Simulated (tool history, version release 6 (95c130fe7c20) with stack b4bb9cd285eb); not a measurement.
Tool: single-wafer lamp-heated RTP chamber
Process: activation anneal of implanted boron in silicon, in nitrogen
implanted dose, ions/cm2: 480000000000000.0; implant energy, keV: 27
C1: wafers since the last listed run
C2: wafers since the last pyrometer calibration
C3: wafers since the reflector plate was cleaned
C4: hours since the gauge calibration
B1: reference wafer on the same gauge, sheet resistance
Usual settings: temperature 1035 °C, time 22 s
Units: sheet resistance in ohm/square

run 1 hour=0.0 | temperature=1035 time=22 | C1=0 C2=308 C3=594 C4=532.6 | B1=230.05 | sheet_resistance=227.66
run 2 hour=31.8 | temperature=1035 time=22 | C1=344 C2=653 C3=938 C4=564.4 | B1=229.99 | sheet_resistance=227.86
run 3 hour=46.3 | temperature=1035 time=22 | C1=157 C2=810 C3=1095 C4=578.9 | B1=229.95 | sheet_resistance=227.44
run 4 hour=75.9 | temperature=1035 time=22 | C1=320 C2=1130 C3=1416 C4=608.5 | B1=230.03 | sheet_resistance=226.98
run 5 hour=104.8 | temperature=1035 time=22 | C1=313 C2=1443 C3=1729 C4=637.4 | B1=230.03 | sheet_resistance=226.91
run 6 hour=117.5 | temperature=1035 time=22 | C1=137 C2=1581 C3=1867 C4=650.1 | B1=229.94 | sheet_resistance=226.92
run 7 hour=134.7 | temperature=1035 time=22 | C1=186 C2=1767 C3=2053 C4=667.3 | B1=230.05 | sheet_resistance=226.96
-- hour=152.3 pyrometer window cleaned and pyrometer calibrated
run 8 hour=152.8 | temperature=1035 time=22 | C1=109 C2=5 C3=2163 C4=685.4 | B1=230.03 | sheet_resistance=228.21
-- hour=215.0 gauge calibrated
run 9 hour=232.7 | temperature=1035 time=22 | C1=865 C2=871 C3=3028 C4=17.7 | B1=229.99 | sheet_resistance=227.56
run 10 hour=245.4 | temperature=1035 time=22 | C1=137 C2=1009 C3=3166 C4=30.4 | B1=230.09 | sheet_resistance=226.32
run 11 hour=271.9 | temperature=1035 time=22 | C1=287 C2=1296 C3=3453 C4=56.9 | B1=229.98 | sheet_resistance=226.98
-- hour=296.7 pyrometer window cleaned and pyrometer calibrated
run 12 hour=304.6 | temperature=1006 time=35 | C1=267 C2=85 C3=3721 C4=89.6 | B1=229.97 | sheet_resistance=231.19
run 13 hour=324.9 | temperature=1008 time=15 | C1=219 C2=305 C3=3941 C4=109.9 | B1=230.00 | sheet_resistance=233.86
run 14 hour=352.3 | temperature=1026 time=22 | C1=296 C2=602 C3=4237 C4=137.3 | B1=230.06 | sheet_resistance=228.60
run 15 hour=369.2 | temperature=1049 time=35 | C1=183 C2=785 C3=4421 C4=154.2 | B1=230.06 | sheet_resistance=225.17
run 16 hour=389.7 | temperature=1043 time=31 | C1=222 C2=1007 C3=4643 C4=174.7 | B1=230.03 | sheet_resistance=224.85
run 17 hour=438.2 | temperature=1035 time=22 | C1=525 C2=1532 C3=5168 C4=223.2 | B1=230.07 | sheet_resistance=226.87
-- hour=466.5 pyrometer window cleaned and pyrometer calibrated
-- hour=473.5 reflector plate cleaned
run 18 hour=474.0 | temperature=1061 time=18 | C1=225 C2=5 C3=5 C4=259.0 | B1=230.00 | sheet_resistance=226.02
run 19 hour=503.3 | temperature=1045 time=22 | C1=317 C2=322 C3=322 C4=288.3 | B1=229.98 | sheet_resistance=226.64
run 20 hour=526.2 | temperature=1035 time=22 | C1=248 C2=570 C3=570 C4=311.2 | B1=230.00 | sheet_resistance=227.68
run 21 hour=543.1 | temperature=1014 time=26 | C1=183 C2=754 C3=754 C4=328.1 | B1=229.99 | sheet_resistance=229.63
run 22 hour=575.1 | temperature=1019 time=14 | C1=346 C2=1100 C3=1100 C4=360.1 | B1=230.01 | sheet_resistance=230.06
run 23 hour=607.7 | temperature=1035 time=22 | C1=353 C2=1453 C3=1453 C4=392.7 | B1=230.08 | sheet_resistance=226.35

The tool's hidden state at each run:
wafer temperature error from the tarnished reflector plate, K: 0 in every run
gauge reads high (%): 0 in every run
H1: true wafer temperature minus pyrometer reading, K
run=1 H1=3.03
run=2 H1=5.44
run=3 H1=6.55
run=4 H1=8.8
run=5 H1=11
run=6 H1=12
run=7 H1=13.3
run=8 H1=0.613
run=9 H1=6.69
run=10 H1=7.65
run=11 H1=9.67
run=12 H1=0.731
run=13 H1=2.27
run=14 H1=4.36
run=15 H1=5.64
run=16 H1=7.2
run=17 H1=10.9
run=18 H1=1.62
run=19 H1=3.85
run=20 H1=5.59
run=21 H1=6.88
run=22 H1=9.31
run=23 H1=11.8
